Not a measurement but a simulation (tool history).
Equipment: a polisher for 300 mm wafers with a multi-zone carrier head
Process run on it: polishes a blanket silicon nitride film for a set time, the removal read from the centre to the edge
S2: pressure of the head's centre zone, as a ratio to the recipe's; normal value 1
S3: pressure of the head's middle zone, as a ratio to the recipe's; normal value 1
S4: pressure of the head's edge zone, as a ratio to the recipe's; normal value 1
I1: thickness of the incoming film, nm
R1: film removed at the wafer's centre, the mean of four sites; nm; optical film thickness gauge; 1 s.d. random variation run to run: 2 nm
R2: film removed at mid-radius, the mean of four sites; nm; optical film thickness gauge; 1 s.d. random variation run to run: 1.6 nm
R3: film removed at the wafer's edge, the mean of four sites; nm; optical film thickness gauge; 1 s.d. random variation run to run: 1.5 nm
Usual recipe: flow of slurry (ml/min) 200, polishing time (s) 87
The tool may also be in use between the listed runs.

run 1 hour=0 | flow_of_slurry_(ml/min)=200 S2=1 S3=1 S4=1.07 polishing_time_(s)=87 | I1=720.2 | R1=177.5 R2=192.5 R3=195.9
run 2 hour=17.1 | flow_of_slurry_(ml/min)=200 S2=1 S3=1 S4=1 polishing_time_(s)=87 | I1=718.9 | R1=177.5 R2=187.8 R3=191
run 3 hour=25.3 | flow_of_slurry_(ml/min)=200 S2=1 S3=1 S4=1 polishing_time_(s)=87 | I1=720.4 | R1=177.7 R2=188.2 R3=189.5
run 4 hour=31.9 | flow_of_slurry_(ml/min)=200 S2=1 S3=1 S4=1 polishing_time_(s)=87 | I1=706.6 | R1=172.5 R2=187.4 R3=186.7
run 5 hour=49.7 | flow_of_slurry_(ml/min)=200 S2=1 S3=1 S4=1 polishing_time_(s)=64 | I1=709.3 | R1=127.1 R2=135.9 R3=137.3
run 6 hour=65.8 | flow_of_slurry_(ml/min)=200 S2=1 S3=1 S4=1 polishing_time_(s)=64 | I1=713.6 | R1=126 R2=136.3 R3=137.2
run 7 hour=78.1 | flow_of_slurry_(ml/min)=200 S2=1 S3=1 S4=1 polishing_time_(s)=64 | I1=730.3 | R1=122 R2=134.8 R3=135.6
-- hour=85.8 centre zone pressure recalibrated
-- hour=87.9 slurry nozzle cleaned
run 8 hour=88.4 | flow_of_slurry_(ml/min)=200 S2=1 S3=1 S4=1 polishing_time_(s)=87 | I1=714 | R1=181.7 R2=181.9 R3=180.3
run 9 hour=101.9 | flow_of_slurry_(ml/min)=200 S2=1 S3=1 S4=1 polishing_time_(s)=87 | I1=712.6 | R1=179.2 R2=180.1 R3=183.3
-- hour=114.1 edge zone pressure recalibrated
-- hour=117.5 worn pad replaced by a new one
run 10 hour=118 | flow_of_slurry_(ml/min)=200 S2=1 S3=0.97 S4=1 polishing_time_(s)=62 | I1=717 | R1=138.4 R2=131.8 R3=139
-- hour=129.6 carrier head's membrane replaced by a new one
run 11 hour=131.2 | flow_of_slurry_(ml/min)=200 S2=0.92 S3=1 S4=1 polishing_time_(s)=77 | I1=713 | R1=158.5 R2=166.7 R3=171.1
run 12 hour=140.7 | flow_of_slurry_(ml/min)=170 S2=1 S3=1.09 S4=1.04 polishing_time_(s)=87 | I1=726.7 | R1=186.4 R2=195.4 R3=192
run 13 hour=154.1 | flow_of_slurry_(ml/min)=200 S2=1.08 S3=1 S4=0.88 polishing_time_(s)=87 | I1=720.5 | R1=201.3 R2=187.9 R3=178.2

For run 14, what comes out?
run 14 hour=165.9 | flow_of_slurry_(ml/min)=200 S2=1 S3=1 S4=1 polishing_time_(s)=87 | I1=706.9 | R1=? R2=? R3=?

Run 14 came out at R1 190.8 nm, R2 186.1 nm, R3 186.4 nm.
Minus the tool's unlogged condition, the same run would have read R1 198 nm, R2 191.8 nm, R3 192.1 nm.
